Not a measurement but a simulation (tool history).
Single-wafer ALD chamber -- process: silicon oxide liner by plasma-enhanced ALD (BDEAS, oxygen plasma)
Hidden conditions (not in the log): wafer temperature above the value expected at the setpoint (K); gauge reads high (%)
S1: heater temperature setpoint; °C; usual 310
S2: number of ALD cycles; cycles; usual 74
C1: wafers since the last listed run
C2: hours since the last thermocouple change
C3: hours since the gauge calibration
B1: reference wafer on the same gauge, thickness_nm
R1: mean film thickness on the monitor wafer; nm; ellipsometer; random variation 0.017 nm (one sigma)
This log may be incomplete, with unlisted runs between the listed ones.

Run 1, hour 0: usual settings but S1 314 °C; C1 0; C2 2226.1; C3 814.3; B1 6.025. Result: R1 6.873 nm.
Run 2, hour 44.8: usual settings; C1 183; C2 2270.9; C3 859.1; B1 6.023. Result: R1 6.909 nm.
Run 3, hour 83.2: usual settings; C1 156; C2 2309.3; C3 897.5; B1 6.009. Result: R1 6.9 nm.
Run 4, hour 127.5: usual settings; C1 181; C2 2353.6; C3 941.8; B1 6.006. Result: R1 6.876 nm.
Run 5, hour 172.7: usual settings; C1 184; C2 2398.8; C3 987; B1 6.004. Result: R1 6.875 nm.
Run 6, hour 238.2: usual settings but S2 68 cycles; C1 267; C2 2464.3; C3 1052.5; B1 5.993. Result: R1 6.293 nm.
Run 7, hour 298.9: usual settings but S2 68 cycles; C1 248; C2 2525; C3 1113.2; B1 5.993. Result: R1 6.308 nm.
Run 8, hour 366.9: usual settings but S2 68 cycles; C1 277; C2 2593; C3 1181.2; B1 5.975. Result: R1 6.266 nm.
At hour 408.1: thermocouple changed; heater temperature recalibrated.
Run 9, hour 410.3: usual settings but S2 69 cycles; C1 144; C2 2.2; C3 1224.6; B1 5.969. Result: R1 6.374 nm.
Run 10, hour 435.2: usual settings but S2 69 cycles; C1 101; C2 27.1; C3 1249.5; B1 5.962. Result: R1 6.362 nm.
At hour 442.7: gauge calibrated.
Run 11, hour 484.2: usual settings but S2 69 cycles; C1 200; C2 76.1; C3 41.5; B1 6.053. Result: R1 6.483 nm.
Run 12, hour 674.2: usual settings but S1 320 °C; C1 776; C2 266.1; C3 231.5; B1 6.048. Result: R1 6.817 nm.
Run 13, hour 735: usual settings but S1 321 °C, S2 82 cycles; C1 248; C2 326.9; C3 292.3; B1 6.051. Result: R1 7.525 nm.
Run 14, hour 779.1: usual settings but S1 321 °C; C1 180; C2 371; C3 336.4; B1 6.042. Result: R1 6.79 nm.
Run 15, hour 843.2: usual settings; C1 262; C2 435.1; C3 400.5; B1 6.045. Result: R1 6.885 nm.
Run 16, hour 910: usual settings but S1 297 °C, S2 81 cycles; C1 273; C2 501.9; C3 467.3; B1 6.037. Result: R1 7.778 nm.
Run 17, hour 934.9: usual settings but S1 316 °C, S2 70 cycles; C1 101; C2 526.8; C3 492.2; B1 6.033. Result: R1 6.477 nm.
Run 18, hour 960.1: usual settings but S1 321 °C, S2 65 cycles; C1 103; C2 552; C3 517.4; B1 6.035. Result: R1 5.947 nm.
Run 19, hour 995.7: usual settings but S2 87 cycles; C1 145; C2 587.6; C3 553; B1 6.03. Result: R1 8.12 nm.
Run 20, hour 1102.4: usual settings but S2 82 cycles; C1 436; C2 694.3; C3 659.7; B1 6.023. Result: R1 7.638 nm.
Run 21, hour 1163.8: usual settings but S1 316 °C, S2 62 cycles; C1 250; C2 755.7; C3 721.1; B1 6.017. Result: R1 5.707 nm.
Run 22, hour 1205.4: usual settings but S1 324 °C, S2 68 cycles; C1 170; C2 797.3; C3 762.7; B1 6.017. Result: R1 6.203 nm.
Run 23, hour 1261.9: usual settings; C1 230; C2 853.8; C3 819.2; B1 6.011. Result: R1 6.872 nm.
Run 24, hour 1314.7: usual settings but S1 295 °C, S2 68 cycles; C1 215; C2 906.6; C3 872; B1 5.999. Result: R1 6.562 nm.

State the hidden condition of the tool at each of the runs:
wafer temperature above the value expected at the setpoint (K): 0 in every run
H1: gauge reads high (%)
run        H1
  1    -0.401
  2    -0.489
  3    -0.567
  4    -0.662
  5    -0.764
  6    -0.919
  7     -1.07
  8     -1.25
  9     -1.38
 10     -1.45
 11     0.059
 12  -0.00139
 13   -0.0385
 14   -0.0708
 15    -0.126
 16    -0.193
 17    -0.221
 18    -0.251
 19    -0.295
 20    -0.446
 21    -0.545
 22    -0.617
 23    -0.721
 24    -0.825

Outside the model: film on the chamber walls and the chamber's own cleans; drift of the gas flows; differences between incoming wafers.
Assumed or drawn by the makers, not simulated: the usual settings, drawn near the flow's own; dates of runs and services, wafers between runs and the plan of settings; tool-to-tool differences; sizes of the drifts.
